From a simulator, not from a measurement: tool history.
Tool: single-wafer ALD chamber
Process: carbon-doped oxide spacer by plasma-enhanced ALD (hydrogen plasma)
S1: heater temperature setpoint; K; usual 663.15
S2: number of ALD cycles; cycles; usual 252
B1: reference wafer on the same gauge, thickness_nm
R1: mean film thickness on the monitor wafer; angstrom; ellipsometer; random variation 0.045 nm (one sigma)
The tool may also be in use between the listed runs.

{"run": 1, "hour": 0.0, "S1": 663.15, "S2": 252, "B1": 13.128, "R1": 132.69}
{"run": 2, "hour": 32.5, "S1": 663.15, "S2": 252, "B1": 13.099, "R1": 132.66}
{"run": 3, "hour": 56.4, "S1": 670.15, "S2": 252, "B1": 13.095, "R1": 132.17}
{"run": 4, "hour": 73.4, "S1": 663.15, "S2": 252, "B1": 13.067, "R1": 131.96}
{"run": 5, "hour": 122.7, "S1": 663.15, "S2": 252, "B1": 13.083, "R1": 131.48}
{"run": 6, "hour": 147.0, "S1": 663.15, "S2": 252, "B1": 13.04, "R1": 131.63}
{"run": 7, "hour": 166.6, "S1": 663.15, "S2": 215, "B1": 13.028, "R1": 112.92}
{"run": 8, "hour": 194.3, "S1": 663.15, "S2": 252, "B1": 12.997, "R1": 131.45}
{"run": 9, "hour": 211.9, "S1": 656.15, "S2": 252, "B1": 12.999, "R1": 131.16}
{"run": 10, "hour": 268.5, "S1": 656.15, "S2": 252, "B1": 12.956, "R1": 130.66}
{"run": 11, "hour": 288.3, "S1": 663.15, "S2": 252, "B1": 12.924, "R1": 130.17}
{"run": 12, "hour": 307.3, "S1": 663.15, "S2": 252, "B1": 12.928, "R1": 130.51}
{"run": 13, "hour": 334.5, "S1": 663.15, "S2": 252, "B1": 12.911, "R1": 130.24}
{"run": 14, "hour": 358.6, "S1": 654.15, "S2": 221, "B1": 12.905, "R1": 114.19}
{"run": 15, "hour": 372.2, "S1": 654.15, "S2": 221, "B1": 12.883, "R1": 114.83}
{"run": 16, "hour": 394.3, "S1": 663.15, "S2": 252, "B1": 12.859, "R1": 129.86}
{"run": 17, "hour": 415.1, "S1": 663.15, "S2": 252, "B1": 12.859, "R1": 129.28}
{"run": 18, "hour": 449.4, "S1": 657.15, "S2": 207, "B1": 12.842, "R1": 106.24}
{"run": 19, "hour": 466.7, "S1": 668.15, "S2": 252, "B1": 12.81, "R1": 128.29}
{"run": 20, "hour": 498.9, "S1": 663.15, "S2": 252, "B1": 12.78, "R1": 128.93}
{"run": 21, "hour": 533.5, "S1": 663.15, "S2": 252, "B1": 13.293, "R1": 134.5}
{"run": 22, "hour": 545.8, "S1": 649.15, "S2": 237, "B1": 13.258, "R1": 126.4}
{"run": 23, "hour": 565.0, "S1": 674.15, "S2": 285, "B1": 13.271, "R1": 150.98}
{"run": 24, "hour": 599.2, "S1": 677.15, "S2": 252, "B1": 13.297, "R1": 132.24}
{"run": 25, "hour": 633.6, "S1": 657.15, "S2": 206, "B1": 13.297, "R1": 109.27}
{"run": 26, "hour": 668.6, "S1": 659.15, "S2": 213, "B1": 13.277, "R1": 113.43}
{"run": 27, "hour": 696.4, "S1": 655.15, "S2": 301, "B1": 13.265, "R1": 159.7}
{"run": 28, "hour": 717.6, "S1": 656.15, "S2": 222, "B1": 13.265, "R1": 117.43}
{"run": 29, "hour": 747.6, "S1": 663.15, "S2": 252, "B1": 13.26, "R1": 133.68}
{"run": 30, "hour": 767.1, "S1": 657.15, "S2": 230, "B1": 13.249, "R1": 122.69}
{"run": 31, "hour": 799.8, "S1": 676.15, "S2": 268, "B1": 13.238, "R1": 140.07}
{"run": 32, "hour": 884.5, "S1": 653.15, "S2": 220, "B1": 13.216, "R1": 115.87}
{"run": 33, "hour": 904.7, "S1": 663.15, "S2": 252, "B1": 13.226, "R1": 133.06}

Not shown: 2 entries that the log had between the listed runs. Between which runs, and how does the tool's hidden state differ before and after?
Between runs 13 and 14: thermocouple changed; heater temperature recalibrated (hour 358.1)
  gauge reads high (%): -2.89 -> -3.02
  measured less the result without the state, R1: -3.87 -> -3.55 angstrom
Between runs 20 and 21: gauge calibrated (hour 508.3)
  gauge reads high (%): -3.87 -> -0.138
  measured less the result without the state, R1: -5.18 -> -0.19 angstrom

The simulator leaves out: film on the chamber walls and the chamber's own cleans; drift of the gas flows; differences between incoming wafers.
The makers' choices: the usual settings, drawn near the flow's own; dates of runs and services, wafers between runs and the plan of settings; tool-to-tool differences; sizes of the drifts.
